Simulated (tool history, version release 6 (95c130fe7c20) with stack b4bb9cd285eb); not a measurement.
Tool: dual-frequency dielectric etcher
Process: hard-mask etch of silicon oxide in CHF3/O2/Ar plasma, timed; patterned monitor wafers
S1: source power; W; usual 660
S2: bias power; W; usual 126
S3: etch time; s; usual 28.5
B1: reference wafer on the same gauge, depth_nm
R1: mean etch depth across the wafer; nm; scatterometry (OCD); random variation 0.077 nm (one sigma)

| run | day | S1 | S2 | S3 | B1 | R1 |
|---|---|---|---|---|---|---|
| 1 | 0.000 | 730 | 126 | 28.5 | 48.7 | 51.4 |
| 2 | 2.000 | 730 | 126 | 28.5 | 48.7 | 51.4 |
| 3 | 4.058 | 730 | 126 | 28.5 | 48.7 | 51.4 |
|  | 4.917 | gauge calibrated |
| 4 | 6.467 | 660 | 126 | 30.5 | 48.7 | 53.5 |
|  | 14.454 | wet clean of the chamber |
| 5 | 14.475 | 660 | 126 | 30.5 | 48.7 | 54.1 |
| 6 | 15.967 | 660 | 145 | 28.5 | 48.7 | 52.8 |
| 7 | 17.404 | 660 | 148 | 28.5 | 48.7 | 53.2 |
| 8 | 20.292 | 660 | 148 | 28.5 | 48.7 | 53.1 |
|  | 21.517 | source power generator calibrated |
| 9 | 21.538 | 660 | 126 | 28.5 | 48.7 | 50.3 |
| 10 | 22.517 | 660 | 126 | 28.5 | 48.7 | 50.2 |
| 11 | 24.046 | 770 | 126 | 20.5 | 48.7 | 37.6 |
| 12 | 25.629 | 610 | 156 | 28.5 | 48.7 | 53.0 |
| 13 | 26.725 | 820 | 155 | 25.0 | 48.7 | 49.7 |
| 14 | 29.538 | 510 | 154 | 33.0 | 48.7 | 58.5 |
|  | 29.729 | bias power generator calibrated |
| 15 | 30.967 | 660 | 117 | 21.5 | 48.7 | 37.4 |
|  | 33.933 | upper electrode replaced |
| 16 | 33.954 | 660 | 126 | 28.5 | 48.7 | 50.7 |
|  | 34.067 | gauge calibrated |
| 17 | 35.908 | 660 | 104 | 28.5 | 48.7 | 47.7 |
| 18 | 38.621 | 660 | 113 | 25.0 | 48.7 | 42.8 |
| 19 | 40.779 | 660 | 126 | 28.5 | 48.7 | 50.5 |
|  | 44.012 | wet clean of the chamber |
| 20 | 45.696 | 740 | 99 | 35.5 | 48.7 | 60.5 |

Some steps in R1 between neighbouring runs. How much of each would the tool show without its hidden state too (settings, what came in, random variation), and how much is left for the hidden state, with any gauge scatter that isn't in both results?
The hidden state here: etch rate over this chamber's usual, %; source power that arrives over what is set, %; bias power that arrives over what is set, %; gauge reads high (%).
Run 11 -> 12: S1 770 -> 610, S2 126 -> 156, S3 20.5 -> 28.5. R1 +15.4 nm: hidden state -0.4, all else +15.8.
Run 14 -> 15: S1 510 -> 660, S2 154 -> 117, S3 33.0 -> 21.5, bias power generator calibrated. R1 -21.1 nm: hidden state +1.0, all else -22.1.
Run 19 -> 20: S1 660 -> 740, S2 126 -> 99, S3 28.5 -> 35.5, wet clean of the chamber. R1 +10.0 nm: hidden state +0.6, all else +9.4.

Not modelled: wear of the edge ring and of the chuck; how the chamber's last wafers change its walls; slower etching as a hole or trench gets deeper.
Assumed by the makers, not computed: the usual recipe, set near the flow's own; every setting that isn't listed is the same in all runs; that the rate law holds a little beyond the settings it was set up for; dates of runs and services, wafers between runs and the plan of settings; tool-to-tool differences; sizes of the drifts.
